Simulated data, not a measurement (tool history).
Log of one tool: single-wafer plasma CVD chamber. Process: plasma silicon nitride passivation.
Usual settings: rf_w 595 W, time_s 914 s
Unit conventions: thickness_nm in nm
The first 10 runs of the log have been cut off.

run	hour	rf_w	time_s	read-back reference wafer on the same gauge, thickness_nm	thickness_nm
11	115.7	595	1050	1340.048	1456.662
12	123.7	595	914	1340.211	1270.079
13	131.6	595	914	1339.565	1268.430
# hour 144.5: gauge calibrated
14	146.2	595	914	1339.865	1266.377
15	158.4	595	914	1339.982	1271.216
16	167.1	625	968	1339.301	1364.067
17	184.2	660	1033	1340.447	1481.499
18	195.9	595	784	1340.305	1087.149
19	204.4	710	743	1340.563	1084.668
20	218.5	530	914	1340.166	1221.974
21	228.4	495	745	1339.570	977.136
22	238.9	595	914	1339.926	1269.975
# hour 274.1: showerhead replaced
23	274.6	560	767	1340.339	1042.149
24	289.6	505	1018	1338.844	1343.146
# hour 305.1: RF generator calibrated
25	305.6	650	914	1340.368	1338.241
26	312.0	595	914	1340.049	1300.346
27	328.6	490	973	1339.695	1306.770
28	341.6	710	743	1339.899	1119.148
29	359.6	635	1037	1340.556	1504.785
30	377.3	665	998	1338.813	1469.637
31	387.7	595	1033	1340.208	1468.742
32	405.7	595	914	1340.168	1299.579

Branching from run 32: 3 alternative next runs. What would each branch give?
A	406.4	515	914	?	?
B	406.4	505	1041	?	?
C	406.4	535	992	?	?

run	read-back reference wafer on the same gauge, thickness_nm	thickness_nm
A	1339.309	1242.967
B	1339.309	1407.000
C	1339.309	1365.230
What these runs would have given with no unlogged condition in the tool:
run	thickness_nm
A	1247.583
B	1412.226
C	1370.301
